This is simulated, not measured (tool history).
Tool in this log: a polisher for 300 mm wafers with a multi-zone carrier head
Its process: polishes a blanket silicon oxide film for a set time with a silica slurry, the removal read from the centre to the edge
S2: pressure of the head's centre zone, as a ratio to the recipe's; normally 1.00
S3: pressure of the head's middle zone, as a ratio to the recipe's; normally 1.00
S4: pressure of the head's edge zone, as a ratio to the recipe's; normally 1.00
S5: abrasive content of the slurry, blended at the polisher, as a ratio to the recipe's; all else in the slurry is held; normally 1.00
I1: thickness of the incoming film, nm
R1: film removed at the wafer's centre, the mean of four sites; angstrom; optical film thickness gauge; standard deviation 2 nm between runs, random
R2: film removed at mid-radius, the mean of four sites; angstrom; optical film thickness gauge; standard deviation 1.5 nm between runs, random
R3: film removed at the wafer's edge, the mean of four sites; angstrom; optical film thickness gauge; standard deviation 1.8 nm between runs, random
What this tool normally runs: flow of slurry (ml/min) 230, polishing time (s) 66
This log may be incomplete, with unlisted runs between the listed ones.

run 1 day=0.000 | flow_of_slurry_(ml/min)=230 S2=0.97 S3=1.00 S4=1.00 S5=1.00 polishing_time_(s)=66 | I1=1523.2 | R1=1350 R2=1344 R3=1377
run 2 day=0.300 | flow_of_slurry_(ml/min)=230 S2=0.97 S3=1.00 S4=1.00 S5=1.00 polishing_time_(s)=66 | I1=1490.6 | R1=1308 R2=1321 R3=1333
-- day=0.704 worn pad replaced by a new one
run 3 day=1.062 | flow_of_slurry_(ml/min)=230 S2=1.00 S3=1.00 S4=1.00 S5=1.00 polishing_time_(s)=66 | I1=1489.0 | R1=1433 R2=1388 R3=1405
-- day=1.788 carrier head's membrane replaced by a new one
run 4 day=1.808 | flow_of_slurry_(ml/min)=230 S2=1.00 S3=1.00 S4=1.00 S5=1.00 polishing_time_(s)=66 | I1=1480.0 | R1=1458 R2=1382 R3=1393
-- day=2.388 edge zone pressure recalibrated
run 5 day=2.408 | flow_of_slurry_(ml/min)=230 S2=1.00 S3=1.00 S4=1.00 S5=1.00 polishing_time_(s)=66 | I1=1517.1 | R1=1396 R2=1382 R3=1384
-- day=2.617 slurry nozzle cleaned
run 6 day=2.688 | flow_of_slurry_(ml/min)=230 S2=1.00 S3=1.00 S4=1.00 S5=0.85 polishing_time_(s)=66 | I1=1519.4 | R1=1296 R2=1274 R3=1276
run 7 day=3.033 | flow_of_slurry_(ml/min)=230 S2=1.00 S3=1.00 S4=1.00 S5=1.00 polishing_time_(s)=87 | I1=1521.7 | R1=1801 R2=1759 R3=1807
run 8 day=3.546 | flow_of_slurry_(ml/min)=230 S2=1.00 S3=1.00 S4=1.00 S5=1.00 polishing_time_(s)=66 | I1=1492.6 | R1=1381 R2=1326 R3=1373
run 9 day=3.950 | flow_of_slurry_(ml/min)=230 S2=1.00 S3=1.09 S4=1.00 S5=1.10 polishing_time_(s)=74 | I1=1518.9 | R1=1538 R2=1627 R3=1537
-- day=4.229 worn pad replaced by a new one
run 10 day=4.350 | flow_of_slurry_(ml/min)=230 S2=1.00 S3=1.00 S4=1.00 S5=1.00 polishing_time_(s)=66 | I1=1499.8 | R1=1476 R2=1401 R3=1415
run 11 day=4.688 | flow_of_slurry_(ml/min)=230 S2=1.00 S3=0.94 S4=0.93 S5=1.20 polishing_time_(s)=66 | I1=1489.7 | R1=1530 R2=1451 R3=1508

Estimate the outcome of run 12 from the log above:
run 12 day=5.217 | flow_of_slurry_(ml/min)=230 S2=1.00 S3=1.06 S4=1.06 S5=0.85 polishing_time_(s)=66 | I1=1485.0 | R1=? R2=? R3=?

{"run 12": {"R1": 1332, "R2": 1362, "R3": 1347}}
Take away the tool's hidden state, keep the run-to-run variation as it was, and the same run would have given R1 1338 angstrom, R2 1368 angstrom, R3 1353 angstrom.
